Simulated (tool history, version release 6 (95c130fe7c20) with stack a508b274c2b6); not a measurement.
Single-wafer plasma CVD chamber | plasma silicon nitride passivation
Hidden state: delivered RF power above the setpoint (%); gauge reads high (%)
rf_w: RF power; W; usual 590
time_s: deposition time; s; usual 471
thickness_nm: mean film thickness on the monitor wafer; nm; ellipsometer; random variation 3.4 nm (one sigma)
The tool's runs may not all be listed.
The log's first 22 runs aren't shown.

run	hour	rf_w	time_s	wafers since the last listed run	hours since the last RF generator calibration	hours since the showerhead was replaced	hours since the gauge calibration	read-back reference wafer on the same gauge, thickness_nm	thickness_nm
23	1284.4	475	551	131	40.9	5258.4	620.1	841.713	892.527
24	1334.4	620	471	210	90.9	5308.4	670.1	841.84	800.187
# hour 1380.3: showerhead replaced
25	1393.5	520	471	215	150	13.2	729.2	842.59	773.987
26	1463.8	590	471	296	220.3	83.5	799.5	840.024	792.218
27	1488.7	690	531	105	245.2	108.4	824.4	842.428	928.837
28	1528	700	415	165	284.5	147.7	863.7	842.909	727.17
29	1561	500	446	139	317.5	180.7	896.7	844.509	722.201
30	1589.6	665	531	120	346.1	209.3	925.3	840.043	917.014
31	1642.9	475	537	224	399.4	262.6	978.6	841.808	866.317
32	1695.4	700	378	221	451.9	315.1	1031.1	839.885	661.824
33	1750	590	471	230	506.5	369.7	1085.7	841.861	792.949

4 ways to go on from here, each from the tool as it stands after run 33. What would each give?
A	1750.5	590	471	2	507	370.2	1086.2	?	?
B	1750.5	710	505	2	507	370.2	1086.2	?	?
C	1750.5	640	428	2	507	370.2	1086.2	?	?
D	1750.5	590	505	2	507	370.2	1086.2	?	?

run	read-back reference wafer on the same gauge, thickness_nm	thickness_nm
A	842.959	794.551
B	842.959	891.118
C	842.959	736.286
D	842.959	851.908
Without the tool's hidden state the same runs would have given:
run	thickness_nm
A	794.551
B	891.118
C	736.286
D	851.908
